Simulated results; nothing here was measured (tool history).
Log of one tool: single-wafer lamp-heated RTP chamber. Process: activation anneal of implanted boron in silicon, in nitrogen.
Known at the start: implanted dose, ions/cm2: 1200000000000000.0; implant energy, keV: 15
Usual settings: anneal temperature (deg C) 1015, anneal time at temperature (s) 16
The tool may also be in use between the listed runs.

| run | day | anneal temperature (deg C) | anneal time at temperature (s) | wafers since the last listed run | wafers since the last pyrometer calibration | wafers since the reflector plate was cleaned | hours since the gauge calibration | read-back reference wafer on the same gauge, sheet resistance | sheet resistance of the implanted and annealed layer (ohm/square) |
|---|---|---|---|---|---|---|---|---|---|
| 1 | 0 | 1015 | 16 | 0 | 592 | 6328 | 487.7 | 113.04 | 106.45 |
| 2 | 3.238 | 1015 | 16 | 1770 | 2363 | 8099 | 565.4 | 112.97 | 105.68 |
| 3 | 4.842 | 1015 | 16 | 877 | 3240 | 8976 | 603.9 | 112.91 | 105.31 |
|  | 8.596 | reflector plate cleaned |
| 4 | 9.171 | 1015 | 16 | 2184 | 5425 | 313 | 707.8 | 113.04 | 105.8 |
|  | 11.196 | pyrometer window cleaned and pyrometer calibrated |
| 5 | 13.65 | 1015 | 16 | 2266 | 1341 | 2580 | 815.3 | 113.04 | 106.99 |
| 6 | 16.167 | 1015 | 13 | 1376 | 2717 | 3956 | 875.7 | 112.98 | 106.67 |
| 7 | 19.154 | 1015 | 16 | 1633 | 4351 | 5589 | 947.4 | 113.04 | 106.33 |
| 8 | 21.95 | 1015 | 16 | 1528 | 5879 | 7118 | 1014.5 | 113.01 | 105.23 |

Run 9 comes next. What will it give?
|  | 23.558 | pyrometer window cleaned and pyrometer calibrated |
| 9 | 26.012 | 1015 | 16 | 2039 | 1342 | 9157 | 1112 | ? | ? |

{"run 9": {"read-back reference wafer on the same gauge, sheet resistance": 113.12, "sheet resistance of the implanted and annealed layer (ohm/square)": 106.01}}
Without the tool's hidden state the same run would have given sheet resistance of the implanted and annealed layer (ohm/square) 107.66.
